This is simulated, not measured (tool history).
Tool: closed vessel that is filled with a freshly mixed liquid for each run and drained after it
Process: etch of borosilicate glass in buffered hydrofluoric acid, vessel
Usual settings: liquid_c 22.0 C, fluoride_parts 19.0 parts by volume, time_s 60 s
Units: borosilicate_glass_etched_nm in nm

run,day,liquid_c,fluoride_parts,time_s,"read-back film thickness of the borosilicate glass reference wafer, read on the same gauge (nm)",borosilicate_glass_etched_nm
1,0.000,23.5,19.0,40,129.99,23.52
2,1.179,23.5,19.0,40,130.02,23.69
# day 2.179: hydrofluoric acid flow meter replaced
3,3.875,23.5,19.0,40,129.98,24.84
4,6.183,22.0,19.0,60,130.01,34.36
5,7.408,19.0,19.0,60,129.98,28.76
6,10.042,19.0,19.0,60,129.99,28.44
7,11.679,19.0,19.0,60,130.00,28.37
8,14.100,22.0,19.0,60,129.99,33.17
9,15.454,22.0,19.0,60,130.01,32.94
10,17.638,22.0,19.0,60,130.00,33.06
11,19.421,26.0,19.0,60,130.00,40.95
# day 19.967: thermometer replaced
12,22.342,26.0,19.0,60,129.99,40.85
# day 23.521: gauge calibrated
13,24.150,22.0,21.5,60,130.00,30.12
14,26.842,20.0,25.5,85,130.00,34.09
15,28.696,27.0,15.0,85,129.99,75.39
# day 31.271: hydrofluoric acid flow meter replaced
16,31.612,22.0,19.0,60,130.02,33.99
17,33.492,22.0,19.0,60,130.00,34.10
18,35.792,22.0,22.0,30,130.02,15.13
19,37.050,25.0,19.0,60,130.01,40.10
20,38.779,19.0,16.0,50,130.01,28.41
21,40.496,22.0,19.0,60,130.00,33.57
22,42.458,26.0,14.0,30,130.01,28.30
23,43.500,19.5,13.0,85,130.00,60.25
24,46.125,22.0,16.5,60,130.00,38.31
25,47.758,22.0,19.0,60,129.99,33.08
26,49.067,22.0,19.0,60,130.00,33.14
27,50.762,22.0,19.0,60,129.99,33.11
28,53.062,19.0,25.0,40,129.97,15.30
29,54.350,25.0,13.5,30,130.01,27.08
30,56.121,22.0,24.0,50,130.02,22.94
31,58.425,27.0,24.0,60,130.01,36.09
# day 58.554: hydrofluoric acid flow meter replaced
32,61.096,17.0,19.0,80,129.99,34.40

Some steps in borosilicate_glass_etched_nm between neighbouring runs. How much of each would the tool show without its hidden state too (settings, what came in, random variation), and how much is left for the hidden state, with any gauge scatter that isn't in both results?
The hidden state here: liquid colder than its thermometer reads (K); hydrofluoric acid flow below the setpoint (%); gauge reads high (%).
Run 2 -> 3: hydrofluoric acid flow meter replaced. borosilicate_glass_etched_nm +1.15 nm: hidden state +1.10, all else +0.05.
Run 14 -> 15: liquid_c 20.0 -> 27.0, fluoride_parts 25.5 -> 15.0. borosilicate_glass_etched_nm +41.30 nm: hidden state -2.70, all else +44.00.
Run 15 -> 16: liquid_c 27.0 -> 22.0, fluoride_parts 15.0 -> 19.0, time_s 85 -> 60, hydrofluoric acid flow meter replaced. borosilicate_glass_etched_nm -41.40 nm: hidden state +3.65, all else -45.05.
Run 22 -> 23: liquid_c 26.0 -> 19.5, fluoride_parts 14.0 -> 13.0, time_s 30 -> 85. borosilicate_glass_etched_nm +31.95 nm: hidden state -0.84, all else +32.79.
